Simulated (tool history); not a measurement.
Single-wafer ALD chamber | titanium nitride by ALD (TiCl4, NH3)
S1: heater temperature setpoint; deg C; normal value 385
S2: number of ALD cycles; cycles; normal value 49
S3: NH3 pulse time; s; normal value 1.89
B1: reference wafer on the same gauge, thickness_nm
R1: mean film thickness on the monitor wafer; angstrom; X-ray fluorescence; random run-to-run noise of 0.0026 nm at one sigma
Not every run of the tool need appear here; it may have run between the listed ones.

Run 1, hour 0.0: usual settings; B1 1.010. Result: R1 10.34 angstrom.
At hour 52.7: gauge calibrated.
Run 2, hour 67.5: usual settings but S3 1.68 s; B1 1.009. Result: R1 10.17 angstrom.
Run 3, hour 98.5: usual settings but S3 2.36 s; B1 1.009. Result: R1 10.47 angstrom.
Run 4, hour 141.3: usual settings but S3 2.36 s; B1 1.010. Result: R1 10.49 angstrom.
Run 5, hour 208.4: usual settings but S3 2.36 s; B1 1.009. Result: R1 10.49 angstrom.
Run 6, hour 234.9: usual settings; B1 1.011. Result: R1 10.29 angstrom.
Run 7, hour 263.9: usual settings; B1 1.009. Result: R1 10.35 angstrom.

For run 8, what comes out?
Run 8, hour 326.6: usual settings but S1 373 deg C; B1 ?. Result: R1 ?.

{"run 8": {"B1": 1.01, "R1": 10.11}}
If the tool had no hidden condition, the same run with the same run-to-run variation would have returned R1 10.11 angstrom.

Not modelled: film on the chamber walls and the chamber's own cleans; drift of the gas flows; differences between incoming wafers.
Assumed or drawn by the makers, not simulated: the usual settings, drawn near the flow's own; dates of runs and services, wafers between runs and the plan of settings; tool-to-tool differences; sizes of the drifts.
